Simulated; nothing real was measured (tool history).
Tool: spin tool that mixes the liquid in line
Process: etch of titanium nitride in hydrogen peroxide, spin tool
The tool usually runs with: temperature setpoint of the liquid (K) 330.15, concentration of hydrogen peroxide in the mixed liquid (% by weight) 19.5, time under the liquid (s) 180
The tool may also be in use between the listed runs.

run	hour	temperature setpoint of the liquid (K)	concentration of hydrogen peroxide in the mixed liquid (% by weight)	time under the liquid (s)	read-back film thickness of the titanium nitride reference wafer, read on the same gauge (nm)	thickness taken off the titanium nitride on a monitor wafer (nm)
1	0.0	330.15	19.5	180	29.99	22.50
2	11.4	330.15	19.5	180	30.01	22.41
3	27.2	330.15	19.5	180	30.05	22.44
4	36.4	330.15	19.5	180	29.96	22.56
5	48.6	330.15	19.5	180	30.03	22.37
6	58.4	330.15	19.5	265	30.00	33.09
7	75.1	330.15	19.5	265	30.03	32.79
8	85.4	330.15	19.5	265	30.03	33.27
9	97.4	330.15	19.5	180	29.99	22.46
10	109.6	330.15	23.0	180	29.97	23.33
11	116.3	330.15	23.0	180	29.95	23.30
12	123.1	330.15	19.5	180	29.99	22.53
# hour 124.9: heated supply line repaired
# hour 126.1: gauge calibrated
13	130.4	330.15	19.5	180	30.01	22.65
# hour 146.4: thermometer replaced
14	146.7	326.15	19.5	280	30.01	21.75
# hour 158.8: new drum of peroxide connected
15	160.4	325.15	15.5	130	29.99	9.08
16	170.6	334.15	14.0	180	30.00	23.13
17	183.4	326.65	21.0	180	30.03	14.99
# hour 193.1: peroxide flow meter replaced
18	194.6	336.65	19.5	180	30.01	29.47
19	201.8	330.15	18.0	270	29.99	27.71
20	209.7	330.15	16.0	120	30.03	12.05
21	227.6	330.15	19.5	180	30.00	18.97
22	242.9	330.15	19.5	180	30.00	18.88
23	251.6	325.15	19.5	180	30.00	13.24

Results for each run, recomputed without the tool's hidden state and with each run's random variation untouched:
The tool's hidden condition here consists of: liquid hotter than its thermometer reads (K); peroxide flow above the setpoint (%); temperature lost on the way to the wafer (K); peroxide weaker than its label (%); gauge reads high (%).
run	thickness taken off the titanium nitride on a monitor wafer (nm)
1	18.70
2	18.61
3	18.64
4	18.73
5	18.57
6	27.47
7	27.21
8	27.60
9	18.64
10	19.36
11	19.33
12	18.69
13	18.78
14	21.96
15	8.99
16	22.90
17	14.83
18	29.16
19	27.41
20	11.91
21	18.75
22	18.67
23	13.08
